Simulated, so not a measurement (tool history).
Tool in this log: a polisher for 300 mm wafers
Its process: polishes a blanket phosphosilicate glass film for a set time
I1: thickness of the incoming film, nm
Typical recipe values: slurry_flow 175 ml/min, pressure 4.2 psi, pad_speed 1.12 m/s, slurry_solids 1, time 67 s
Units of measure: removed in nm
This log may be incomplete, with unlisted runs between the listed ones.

run 1 hour=0 | slurry_flow=175 pressure=4.2 pad_speed=1.12 slurry_solids=1 time=67 | I1=3077.2 | removed=771.6
-- hour=23.3 slurry nozzle cleaned
-- hour=38.9 conditioning disc replaced and pad reconditioned
run 2 hour=77.5 | slurry_flow=175 pressure=4.2 pad_speed=1.12 slurry_solids=1 time=67 | I1=3028.3 | removed=803
run 3 hour=145.4 | slurry_flow=175 pressure=4.2 pad_speed=1.12 slurry_solids=1 time=67 | I1=3005 | removed=782.4
-- hour=175.5 slurry blender recalibrated
-- hour=244.5 worn pad replaced by a new one
run 4 hour=246.9 | slurry_flow=175 pressure=4.2 pad_speed=1.12 slurry_solids=1 time=67 | I1=3025.3 | removed=846.5
run 5 hour=331.6 | slurry_flow=175 pressure=4.2 pad_speed=1.12 slurry_solids=1 time=67 | I1=3009.2 | removed=801.1
run 6 hour=408.4 | slurry_flow=175 pressure=4.8 pad_speed=1.12 slurry_solids=1 time=67 | I1=3076.5 | removed=907.8
run 7 hour=460.9 | slurry_flow=210 pressure=2.7 pad_speed=1.12 slurry_solids=1.15 time=73 | I1=3009.4 | removed=607
run 8 hour=515.2 | slurry_flow=155 pressure=3.3 pad_speed=1.12 slurry_solids=0.85 time=67 | I1=3080.5 | removed=535
-- hour=548.8 slurry nozzle cleaned
run 9 hour=551.9 | slurry_flow=175 pressure=4.2 pad_speed=1.12 slurry_solids=1 time=67 | I1=3021.1 | removed=806.6
-- hour=565.6 conditioning disc replaced and pad reconditioned
run 10 hour=655.4 | slurry_flow=175 pressure=4.2 pad_speed=1.12 slurry_solids=1 time=67 | I1=3022.9 | removed=772.7
-- hour=733.1 worn pad replaced by a new one
run 11 hour=734.8 | slurry_flow=175 pressure=2.8 pad_speed=1.12 slurry_solids=1 time=44 | I1=3044.3 | removed=334.4
-- hour=778.2 slurry blender recalibrated
run 12 hour=802.2 | slurry_flow=175 pressure=4.2 pad_speed=1.12 slurry_solids=1 time=77 | I1=3001.6 | removed=1003.8
run 13 hour=838.5 | slurry_flow=210 pressure=4.2 pad_speed=1.12 slurry_solids=1 time=67 | I1=3062.1 | removed=850.9
run 14 hour=937.4 | slurry_flow=175 pressure=4.2 pad_speed=1.12 slurry_solids=1.1 time=67 | I1=3023.6 | removed=874.2
-- hour=1013.5 slurry nozzle cleaned
run 15 hour=1014 | slurry_flow=175 pressure=4.2 pad_speed=1.12 slurry_solids=1 time=52 | I1=3034.7 | removed=653.2
run 16 hour=1067.9 | slurry_flow=195 pressure=4.2 pad_speed=1.12 slurry_solids=1 time=60 | I1=2984 | removed=763.1
-- hour=1090.4 head pressure recalibrated
run 17 hour=1112.1 | slurry_flow=210 pressure=5 pad_speed=1.28 slurry_solids=1 time=67 | I1=3009.8 | removed=1111.1
-- hour=1142 conditioning disc replaced and pad reconditioned
run 18 hour=1191.7 | slurry_flow=235 pressure=4.2 pad_speed=1.02 slurry_solids=1.25 time=45 | I1=3019.3 | removed=585.4
-- hour=1260.3 worn pad replaced by a new one
run 19 hour=1285.7 | slurry_flow=175 pressure=4.2 pad_speed=1.12 slurry_solids=1 time=67 | I1=3069.2 | removed=775.3
run 20 hour=1349.8 | slurry_flow=175 pressure=4.2 pad_speed=1.12 slurry_solids=0.8 time=67 | I1=3035.8 | removed=640.8
-- hour=1386.9 slurry blender recalibrated
run 21 hour=1391.3 | slurry_flow=175 pressure=4.2 pad_speed=1.12 slurry_solids=1 time=67 | I1=3045.3 | removed=850.5
run 22 hour=1427.9 | slurry_flow=175 pressure=4.2 pad_speed=0.88 slurry_solids=1 time=67 | I1=3031.8 | removed=709.3
run 23 hour=1516.9 | slurry_flow=175 pressure=4.2 pad_speed=1.12 slurry_solids=0.75 time=67 | I1=3063.3 | removed=666.6
-- hour=1586.6 slurry nozzle cleaned
run 24 hour=1604.5 | slurry_flow=130 pressure=4.2 pad_speed=1.12 slurry_solids=1 time=67 | I1=3046.6 | removed=803.5
-- hour=1652.3 conditioning disc replaced and pad reconditioned
-- hour=1741.2 worn pad replaced by a new one
run 25 hour=1780.7 | slurry_flow=175 pressure=4.2 pad_speed=1.12 slurry_solids=1 time=67 | I1=3059.2 | removed=800.5

Forecast each of these 4 alternatives for the next run:
run A hour=1781.1 | slurry_flow=175 pressure=4.2 pad_speed=1.12 slurry_solids=1 time=67 | I1=3098.2 | removed=?
run B hour=1781.1 | slurry_flow=155 pressure=4.2 pad_speed=1.36 slurry_solids=1 time=87 | I1=3098.2 | removed=?
run C hour=1781.1 | slurry_flow=175 pressure=4.2 pad_speed=1.12 slurry_solids=0.9 time=76 | I1=3098.2 | removed=?
run D hour=1781.1 | slurry_flow=225 pressure=4.6 pad_speed=1.12 slurry_solids=1.15 time=53 | I1=3098.2 | removed=?

run=A removed=793.5
run=B removed=1187.1
run=C removed=836.6
run=D removed=770
With no hidden state in the tool, these same runs would have given:
run=A removed=888.4
run=B removed=1331.1
run=C removed=942.9
run=D removed=852
